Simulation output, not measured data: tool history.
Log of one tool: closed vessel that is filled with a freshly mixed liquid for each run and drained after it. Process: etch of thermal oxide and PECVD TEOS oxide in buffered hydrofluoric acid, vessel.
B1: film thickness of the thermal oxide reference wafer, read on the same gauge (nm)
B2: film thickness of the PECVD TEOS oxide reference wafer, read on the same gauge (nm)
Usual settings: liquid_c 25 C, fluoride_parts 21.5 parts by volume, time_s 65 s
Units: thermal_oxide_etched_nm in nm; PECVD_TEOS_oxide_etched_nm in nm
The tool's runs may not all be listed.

run 1 hour=0 | liquid_c=25 fluoride_parts=21.5 time_s=65 | B1=41.85 B2=62.76 | thermal_oxide_etched_nm=42.97 PECVD_TEOS_oxide_etched_nm=41.92
run 2 hour=61.4 | liquid_c=26 fluoride_parts=21.5 time_s=65 | B1=41.92 B2=62.94 | thermal_oxide_etched_nm=45.92 PECVD_TEOS_oxide_etched_nm=43.93
run 3 hour=100.1 | liquid_c=26 fluoride_parts=21.5 time_s=65 | B1=41.96 B2=62.96 | thermal_oxide_etched_nm=46.14 PECVD_TEOS_oxide_etched_nm=43.96
-- hour=101.5 gauge calibrated
run 4 hour=138.6 | liquid_c=26 fluoride_parts=21.5 time_s=65 | B1=40.03 B2=60.08 | thermal_oxide_etched_nm=43.64 PECVD_TEOS_oxide_etched_nm=41.79
run 5 hour=186.5 | liquid_c=25 fluoride_parts=16 time_s=65 | B1=40.13 B2=60.13 | thermal_oxide_etched_nm=54.72 PECVD_TEOS_oxide_etched_nm=52.5
run 6 hour=219.5 | liquid_c=25 fluoride_parts=21.5 time_s=65 | B1=40.18 B2=60.2 | thermal_oxide_etched_nm=41.27 PECVD_TEOS_oxide_etched_nm=39.88
-- hour=238.5 hydrofluoric acid flow meter replaced
run 7 hour=258.9 | liquid_c=23.5 fluoride_parts=21.5 time_s=45 | B1=40.17 B2=60.34 | thermal_oxide_etched_nm=26.45 PECVD_TEOS_oxide_etched_nm=25.62
run 8 hour=324.9 | liquid_c=25 fluoride_parts=13.5 time_s=80 | B1=40.29 B2=60.39 | thermal_oxide_etched_nm=78.87 PECVD_TEOS_oxide_etched_nm=76.4
run 9 hour=381.7 | liquid_c=22.5 fluoride_parts=17.5 time_s=50 | B1=40.38 B2=60.55 | thermal_oxide_etched_nm=33.45 PECVD_TEOS_oxide_etched_nm=32.43
-- hour=391.8 thermometer replaced
run 10 hour=413.5 | liquid_c=25 fluoride_parts=21.5 time_s=80 | B1=40.41 B2=60.64 | thermal_oxide_etched_nm=51.51 PECVD_TEOS_oxide_etched_nm=49.53
run 11 hour=453.3 | liquid_c=25 fluoride_parts=29.5 time_s=65 | B1=40.49 B2=60.71 | thermal_oxide_etched_nm=33.49 PECVD_TEOS_oxide_etched_nm=32.33
run 12 hour=508.4 | liquid_c=28.5 fluoride_parts=30 time_s=95 | B1=40.5 B2=60.77 | thermal_oxide_etched_nm=58.73 PECVD_TEOS_oxide_etched_nm=56.56
run 13 hour=686.7 | liquid_c=22.5 fluoride_parts=21.5 time_s=65 | B1=40.78 B2=61.16 | thermal_oxide_etched_nm=36.87 PECVD_TEOS_oxide_etched_nm=35.55
run 14 hour=711.1 | liquid_c=23.5 fluoride_parts=19 time_s=65 | B1=40.82 B2=61.26 | thermal_oxide_etched_nm=43.19 PECVD_TEOS_oxide_etched_nm=41.45
run 15 hour=759.4 | liquid_c=25 fluoride_parts=21.5 time_s=65 | B1=40.88 B2=61.31 | thermal_oxide_etched_nm=42.13 PECVD_TEOS_oxide_etched_nm=40.59
run 16 hour=819 | liquid_c=30 fluoride_parts=21.5 time_s=65 | B1=40.97 B2=61.45 | thermal_oxide_etched_nm=54.64 PECVD_TEOS_oxide_etched_nm=53.58
run 17 hour=877.5 | liquid_c=25 fluoride_parts=21.5 time_s=30 | B1=41.03 B2=61.51 | thermal_oxide_etched_nm=19.69 PECVD_TEOS_oxide_etched_nm=18.88
run 18 hour=909.9 | liquid_c=29.5 fluoride_parts=25 time_s=50 | B1=41.07 B2=61.58 | thermal_oxide_etched_nm=37.53 PECVD_TEOS_oxide_etched_nm=35.89
run 19 hour=935.3 | liquid_c=28 fluoride_parts=21.5 time_s=65 | B1=41.12 B2=61.64 | thermal_oxide_etched_nm=49.57 PECVD_TEOS_oxide_etched_nm=48.21
run 20 hour=1004 | liquid_c=20.5 fluoride_parts=21.5 time_s=90 | B1=41.15 B2=61.8 | thermal_oxide_etched_nm=45.94 PECVD_TEOS_oxide_etched_nm=44.15
run 21 hour=1053.3 | liquid_c=29.5 fluoride_parts=28 time_s=65 | B1=41.24 B2=61.87 | thermal_oxide_etched_nm=45.45 PECVD_TEOS_oxide_etched_nm=43.96
-- hour=1086.9 thermometer replaced
run 22 hour=1106 | liquid_c=25 fluoride_parts=21.5 time_s=100 | B1=41.33 B2=62.02 | thermal_oxide_etched_nm=65.44 PECVD_TEOS_oxide_etched_nm=63.16
run 23 hour=1164.2 | liquid_c=28.5 fluoride_parts=13.5 time_s=65 | B1=41.4 B2=62.08 | thermal_oxide_etched_nm=80.07 PECVD_TEOS_oxide_etched_nm=77.03
run 24 hour=1219.5 | liquid_c=25 fluoride_parts=21.5 time_s=100 | B1=41.48 B2=62.22 | thermal_oxide_etched_nm=65.9 PECVD_TEOS_oxide_etched_nm=63.32
run 25 hour=1247.7 | liquid_c=25 fluoride_parts=29.5 time_s=65 | B1=41.51 B2=62.26 | thermal_oxide_etched_nm=34.34 PECVD_TEOS_oxide_etched_nm=33.26

Forecast each of these 5 alternatives for the next run:
run A hour=1248.4 | liquid_c=25 fluoride_parts=21.5 time_s=65 | B1=? B2=? | thermal_oxide_etched_nm=? PECVD_TEOS_oxide_etched_nm=?
run B hour=1248.4 | liquid_c=29 fluoride_parts=21.5 time_s=65 | B1=? B2=? | thermal_oxide_etched_nm=? PECVD_TEOS_oxide_etched_nm=?
run C hour=1248.4 | liquid_c=29 fluoride_parts=24 time_s=65 | B1=? B2=? | thermal_oxide_etched_nm=? PECVD_TEOS_oxide_etched_nm=?
run D hour=1248.4 | liquid_c=29.5 fluoride_parts=21.5 time_s=65 | B1=? B2=? | thermal_oxide_etched_nm=? PECVD_TEOS_oxide_etched_nm=?
run E hour=1248.4 | liquid_c=21 fluoride_parts=15 time_s=65 | B1=? B2=? | thermal_oxide_etched_nm=? PECVD_TEOS_oxide_etched_nm=?

run=A B1=41.54 B2=62.32 thermal_oxide_etched_nm=42.84 PECVD_TEOS_oxide_etched_nm=41.35
run=B B1=41.54 B2=62.32 thermal_oxide_etched_nm=53.12 PECVD_TEOS_oxide_etched_nm=51.28
run=C B1=41.54 B2=62.32 thermal_oxide_etched_nm=49.27 PECVD_TEOS_oxide_etched_nm=47.56
run=D B1=41.54 B2=62.32 thermal_oxide_etched_nm=54.55 PECVD_TEOS_oxide_etched_nm=52.65
run=E B1=41.54 B2=62.32 thermal_oxide_etched_nm=47.96 PECVD_TEOS_oxide_etched_nm=46.3
Without the tool's hidden state the same runs would have given:
run=A thermal_oxide_etched_nm=41.27 PECVD_TEOS_oxide_etched_nm=39.83
run=B thermal_oxide_etched_nm=51.17 PECVD_TEOS_oxide_etched_nm=49.39
run=C thermal_oxide_etched_nm=47.46 PECVD_TEOS_oxide_etched_nm=45.81
run=D thermal_oxide_etched_nm=52.55 PECVD_TEOS_oxide_etched_nm=50.72
run=E thermal_oxide_etched_nm=46.2 PECVD_TEOS_oxide_etched_nm=44.6
